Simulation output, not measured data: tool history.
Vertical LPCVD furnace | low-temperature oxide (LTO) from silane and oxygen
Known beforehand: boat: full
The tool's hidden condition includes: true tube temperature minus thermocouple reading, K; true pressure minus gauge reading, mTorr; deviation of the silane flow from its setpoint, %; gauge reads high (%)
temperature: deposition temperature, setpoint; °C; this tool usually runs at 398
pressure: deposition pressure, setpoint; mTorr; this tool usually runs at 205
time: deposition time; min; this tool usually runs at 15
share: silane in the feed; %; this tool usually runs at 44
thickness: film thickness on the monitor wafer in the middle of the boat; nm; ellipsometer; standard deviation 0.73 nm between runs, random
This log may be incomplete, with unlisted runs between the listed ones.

run    hour  temperature  pressure  time  share  wafers since the last listed run  hours since the last temperature calibration  hours since the pressure gauge was zeroed  hours since the silane flow controller was replaced  hours since the gauge calibration  read-back reference wafer on the same gauge, thickness  thickness
  1       0          398       205    15     44                                 0                                        3388.9                                     2088.8                                               6316.3                               90.2                                                  128.68     125.92
  2    34.2          398       205    15     44                               797                                        3423.1                                       2123                                               6350.5                              124.4                                                  129.25     126.02
  3    93.4          404       205    15     44                              1379                                        3482.3                                     2182.2                                               6409.7                              183.6                                                  129.65     134.56
  4   131.5          404       205    15     44                               888                                        3520.4                                     2220.3                                               6447.8                              221.7                                                  129.53     134.57
  5     171          398       205    15     44                               920                                        3559.9                                     2259.8                                               6487.3                              261.2                                                  129.81     127.02
  6   238.8          398       205    15     44                              1580                                        3627.7                                     2327.6                                               6555.1                                329                                                  130.31     126.25
  7   287.1          398       205    15     44                              1125                                          3676                                     2375.9                                               6603.4                              377.3                                                  130.61     127.55
      473.7  -- pressure gauge zeroed
  8     483          398       205    15     44                              4006                                        3871.9                                        9.3                                               6799.3                              573.2                                                  131.18     127.51
  9   545.7          403       205    15     44                              1461                                        3934.6                                         72                                                 6862                              635.9                                                  131.15     134.28
      585.6  -- silane flow controller replaced
 10   586.1          398       205    13     44                               382                                          3975                                      112.4                                                  0.5                              676.3                                                  131.19     110.99
 11   620.8          398       205    13     44                               808                                        4009.7                                      147.1                                                 35.2                                711                                                  131.48     110.84
 12   662.1          398       205    13     44                               962                                          4051                                      188.4                                                 76.5                              752.3                                                  131.04     111.47
      690.4  -- gauge calibrated
 13   722.1          398       205    15     44                              1398                                          4111                                      248.4                                                136.5                               31.7                                                  128.74     124.99
 14   758.2          404       255    10     37                               841                                        4147.1                                      284.5                                                172.6                               67.8                                                  128.97      91.01
 15   811.7          392       205    15     44                              1246                                        4200.6                                        338                                                226.1                              121.3                                                  129.62     119.69
      859.8  -- thermocouples replaced and temperature profile calibrated
 16   864.2          398       180    10     44                               664                                           4.4                                      390.5                                                278.6                              173.8                                                  130.05      73.87
 17   897.3          398       205    15     44                               771                                          37.5                                      423.6                                                311.7                              206.9                                                   130.6     127.92
 18   938.5          401       205    15     44                               960                                          78.7                                      464.8                                                352.9                              248.1                                                  130.68     130.87
 19   978.9          402       205    15     48                               941                                         119.1                                      505.2                                                393.3                              288.5                                                  131.25     145.76
 20  1033.9          404       205    15     44                              1281                                         174.1                                      560.2                                                448.3                              343.5                                                  131.42     135.93
 21  1081.3          398       180    10     44                              1104                                         221.5                                      607.6                                                495.7                              390.9                                                  131.58      75.18
 22  1126.5          398       225    15     48                              1053                                         266.7                                      652.8                                                540.9                              436.1                                                  131.88     153.39
 23  1190.8          405       205    15     50                              1498                                           331                                      717.1                                                605.2                              500.4                                                  132.13     155.98
 24  1243.3          398       180    10     44                              1223                                         383.5                                      769.6                                                657.7                              552.9                                                  131.99      75.08
 25  1313.5          398       155    10     48                              1636                                         453.7                                      839.8                                                727.9                              623.1                                                  132.31      70.81

Subtracting, for every run, the result it would have given without the tool's unlogged condition from the measured result gives the following. The same run-to-run variation enters both numbers; the gauge's scatter may not:
run  thickness
  1       +0.5
  2      +0.87
  3      +1.49
  4      +1.78
  5      +1.94
  6      +2.29
  7      +2.52
  8      +3.05
  9      +3.33
 10       +2.8
 11      +2.83
 12      +2.89
 13      +0.62
 14      +0.79
 15      +1.61
 16      +1.27
 17      +2.45
 18       +2.8
 19      +3.38
 20      +3.43
 21      +2.01
 22      +4.28
 23      +4.58
 24      +2.27
 25      +2.21
